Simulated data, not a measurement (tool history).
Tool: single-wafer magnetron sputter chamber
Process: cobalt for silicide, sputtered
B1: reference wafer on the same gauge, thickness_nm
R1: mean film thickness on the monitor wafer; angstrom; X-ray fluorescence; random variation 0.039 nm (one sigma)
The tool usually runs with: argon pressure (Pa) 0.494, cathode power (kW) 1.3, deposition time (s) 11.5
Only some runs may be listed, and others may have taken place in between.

run 1 hour=0 | argon_pressure_(Pa)=0.494 cathode_power_(kW)=1.3 deposition_time_(s)=12.3 | B1=6.49 | R1=77.87
-- hour=190.6 sputter target and shields replaced
run 2 hour=213.7 | argon_pressure_(Pa)=0.494 cathode_power_(kW)=1.3 deposition_time_(s)=12.3 | B1=6.489 | R1=79.4
run 3 hour=321.3 | argon_pressure_(Pa)=0.494 cathode_power_(kW)=1.3 deposition_time_(s)=12.3 | B1=6.494 | R1=78.99
run 4 hour=398.1 | argon_pressure_(Pa)=0.494 cathode_power_(kW)=1.3 deposition_time_(s)=11.5 | B1=6.491 | R1=73.38
run 5 hour=449.3 | argon_pressure_(Pa)=0.494 cathode_power_(kW)=1.3 deposition_time_(s)=11.5 | B1=6.492 | R1=72.77
run 6 hour=496.4 | argon_pressure_(Pa)=0.449 cathode_power_(kW)=1.3 deposition_time_(s)=11.5 | B1=6.495 | R1=73.53
run 7 hour=536.6 | argon_pressure_(Pa)=0.449 cathode_power_(kW)=1.3 deposition_time_(s)=11.5 | B1=6.486 | R1=73.7
run 8 hour=634.3 | argon_pressure_(Pa)=0.449 cathode_power_(kW)=1.3 deposition_time_(s)=11.5 | B1=6.49 | R1=73.54
-- hour=712.6 sputter target and shields replaced
run 9 hour=741.3 | argon_pressure_(Pa)=0.494 cathode_power_(kW)=1.3 deposition_time_(s)=11.5 | B1=6.488 | R1=75.5
run 10 hour=781.9 | argon_pressure_(Pa)=0.494 cathode_power_(kW)=1.3 deposition_time_(s)=11.5 | B1=6.495 | R1=73.76
run 11 hour=845.7 | argon_pressure_(Pa)=0.494 cathode_power_(kW)=1.3 deposition_time_(s)=11.5 | B1=6.491 | R1=73.87
run 12 hour=888.4 | argon_pressure_(Pa)=0.494 cathode_power_(kW)=1.3 deposition_time_(s)=10.3 | B1=6.49 | R1=65.87
-- hour=955.1 capacitance manometer re-zeroed and calibrated
run 13 hour=974.3 | argon_pressure_(Pa)=0.494 cathode_power_(kW)=1.3 deposition_time_(s)=11.5 | B1=6.492 | R1=73.44
run 14 hour=1029.7 | argon_pressure_(Pa)=0.494 cathode_power_(kW)=1.3 deposition_time_(s)=11.5 | B1=6.496 | R1=72.73
run 15 hour=1132.7 | argon_pressure_(Pa)=0.417 cathode_power_(kW)=1.3 deposition_time_(s)=12.4 | B1=6.491 | R1=80.11
run 16 hour=1230.8 | argon_pressure_(Pa)=0.417 cathode_power_(kW)=1.3 deposition_time_(s)=12.4 | B1=6.484 | R1=78.96
run 17 hour=1296 | argon_pressure_(Pa)=0.615 cathode_power_(kW)=1.45 deposition_time_(s)=12.9 | B1=6.491 | R1=89.26
-- hour=1308.6 sputter target and shields replaced
run 18 hour=1358.8 | argon_pressure_(Pa)=0.494 cathode_power_(kW)=1.3 deposition_time_(s)=9.9 | B1=6.493 | R1=63.29
-- hour=1431.1 magnet pack replaced, of another model than before
run 19 hour=1459.9 | argon_pressure_(Pa)=0.494 cathode_power_(kW)=1.2 deposition_time_(s)=10.3 | B1=6.487 | R1=61.23
run 20 hour=1502.1 | argon_pressure_(Pa)=0.345 cathode_power_(kW)=1.45 deposition_time_(s)=9.6 | B1=6.492 | R1=69.69
run 21 hour=1600 | argon_pressure_(Pa)=0.494 cathode_power_(kW)=1.4 deposition_time_(s)=11.5 | B1=6.492 | R1=78.69
run 22 hour=1654.2 | argon_pressure_(Pa)=0.57 cathode_power_(kW)=1.3 deposition_time_(s)=11.5 | B1=6.49 | R1=71.24
run 23 hour=1703.5 | argon_pressure_(Pa)=0.494 cathode_power_(kW)=1.3 deposition_time_(s)=11.5 | B1=6.488 | R1=72.99
run 24 hour=1787.1 | argon_pressure_(Pa)=0.614 cathode_power_(kW)=1.3 deposition_time_(s)=12.1 | B1=6.488 | R1=74.96
-- hour=1822.6 sputter target and shields replaced
run 25 hour=1877 | argon_pressure_(Pa)=0.494 cathode_power_(kW)=1.4 deposition_time_(s)=9.8 | B1=6.489 | R1=67.89
-- hour=1886.5 gauge calibrated
run 26 hour=1983 | argon_pressure_(Pa)=0.317 cathode_power_(kW)=1.3 deposition_time_(s)=11.5 | B1=6.483 | R1=74.43
run 27 hour=2033.6 | argon_pressure_(Pa)=0.406 cathode_power_(kW)=1.6 deposition_time_(s)=11.5 | B1=6.49 | R1=91.85
run 28 hour=2104.5 | argon_pressure_(Pa)=0.314 cathode_power_(kW)=1.3 deposition_time_(s)=13.3 | B1=6.489 | R1=87.26
run 29 hour=2157.5 | argon_pressure_(Pa)=0.494 cathode_power_(kW)=1.3 deposition_time_(s)=13.1 | B1=6.489 | R1=82.82
run 30 hour=2246.9 | argon_pressure_(Pa)=0.417 cathode_power_(kW)=1.3 deposition_time_(s)=12.4 | B1=6.496 | R1=78.98
run 31 hour=2341.9 | argon_pressure_(Pa)=0.385 cathode_power_(kW)=1.4 deposition_time_(s)=9.8 | B1=6.492 | R1=67.56
-- hour=2352.9 sputter target and shields replaced
run 32 hour=2401.7 | argon_pressure_(Pa)=0.449 cathode_power_(kW)=1.3 deposition_time_(s)=11.5 | B1=6.488 | R1=74.97
run 33 hour=2481.2 | argon_pressure_(Pa)=0.596 cathode_power_(kW)=1.4 deposition_time_(s)=9.4 | B1=6.489 | R1=64.45
run 34 hour=2581.9 | argon_pressure_(Pa)=0.494 cathode_power_(kW)=1.3 deposition_time_(s)=11.5 | B1=6.481 | R1=73.22
run 35 hour=2656.9 | argon_pressure_(Pa)=0.494 cathode_power_(kW)=1.3 deposition_time_(s)=11.5 | B1=6.488 | R1=73.3
run 36 hour=2743.9 | argon_pressure_(Pa)=0.494 cathode_power_(kW)=1.3 deposition_time_(s)=11.5 | B1=6.487 | R1=72.43

Alternative continuations, all from the tool just after run 36; predict every row:
run A hour=2744.3 | argon_pressure_(Pa)=0.494 cathode_power_(kW)=1.3 deposition_time_(s)=10 | B1=? | R1=?
run B hour=2744.3 | argon_pressure_(Pa)=0.619 cathode_power_(kW)=1.6 deposition_time_(s)=11.5 | B1=? | R1=?
run C hour=2744.3 | argon_pressure_(Pa)=0.632 cathode_power_(kW)=1.45 deposition_time_(s)=10.5 | B1=? | R1=?

run=A B1=6.485 R1=63.19
run=B B1=6.485 R1=88.01
run=C B1=6.485 R1=72.7
Had the tool no hidden state, the same runs would have come out as:
run=A R1=65.01
run=B R1=90.55
run=C R1=74.8
